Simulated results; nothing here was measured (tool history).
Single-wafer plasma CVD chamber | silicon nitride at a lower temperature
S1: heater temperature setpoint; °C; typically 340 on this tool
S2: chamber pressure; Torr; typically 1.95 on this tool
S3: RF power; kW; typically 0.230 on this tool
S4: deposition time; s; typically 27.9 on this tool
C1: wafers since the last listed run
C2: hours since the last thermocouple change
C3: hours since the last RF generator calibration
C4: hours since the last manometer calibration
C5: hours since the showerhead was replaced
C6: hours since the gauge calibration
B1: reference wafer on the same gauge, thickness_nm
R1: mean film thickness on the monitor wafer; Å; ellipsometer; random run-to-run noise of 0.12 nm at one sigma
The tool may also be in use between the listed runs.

run	hour	S1	S2	S3	S4	C1	C2	C3	C4	C5	C6	B1	R1
1	0.0	340	1.95	0.230	27.9	0	727.9	135.4	1764.1	3003.7	104.8	21.118	263.81
2	14.4	345	1.95	0.230	23.6	432	742.3	149.8	1778.5	3018.1	119.2	21.082	223.68
3	34.7	345	1.95	0.230	23.6	609	762.6	170.1	1798.8	3038.4	139.5	21.071	222.30
4	53.1	345	1.95	0.230	23.6	552	781.0	188.5	1817.2	3056.8	157.9	21.095	220.22
5	76.2	340	1.95	0.230	27.9	693	804.1	211.6	1840.3	3079.9	181.0	21.089	262.89
6	106.7	340	1.95	0.230	27.9	916	834.6	242.1	1870.8	3110.4	211.5	21.117	262.43
7	126.5	340	1.95	0.190	23.7	594	854.4	261.9	1890.6	3130.2	231.3	21.093	188.60
# hour 136.5: showerhead replaced
8	138.7	328	1.80	0.230	27.9	126	866.6	274.1	1902.8	2.2	243.5	21.095	259.12
9	172.9	350	1.95	0.230	27.9	1027	900.8	308.3	1937.0	36.4	277.7	21.083	260.67
10	205.2	345	1.95	0.230	27.9	970	933.1	340.6	1969.3	68.7	310.0	21.103	262.87
11	231.7	328	2.23	0.185	27.9	796	959.6	367.1	1995.8	95.2	336.5	21.088	222.49
12	262.5	335	2.22	0.230	24.6	925	990.4	397.9	2026.6	126.0	367.3	21.092	237.20
13	290.2	340	2.33	0.195	27.9	832	1018.1	425.6	2054.3	153.7	395.0	21.095	236.16
14	306.3	340	1.95	0.230	27.9	483	1034.2	441.7	2070.4	169.8	411.1	21.090	263.18

Estimate the outcome of run 15 from the log above:
15	340.4	330	1.95	0.230	27.9	1024	1068.3	475.8	2104.5	203.9	445.2	?	?

B1: 21.099
R1: 264.32 Å
Take away the tool's hidden state, keep the run-to-run variation as it was, and the same run would have given R1 264.32 Å.
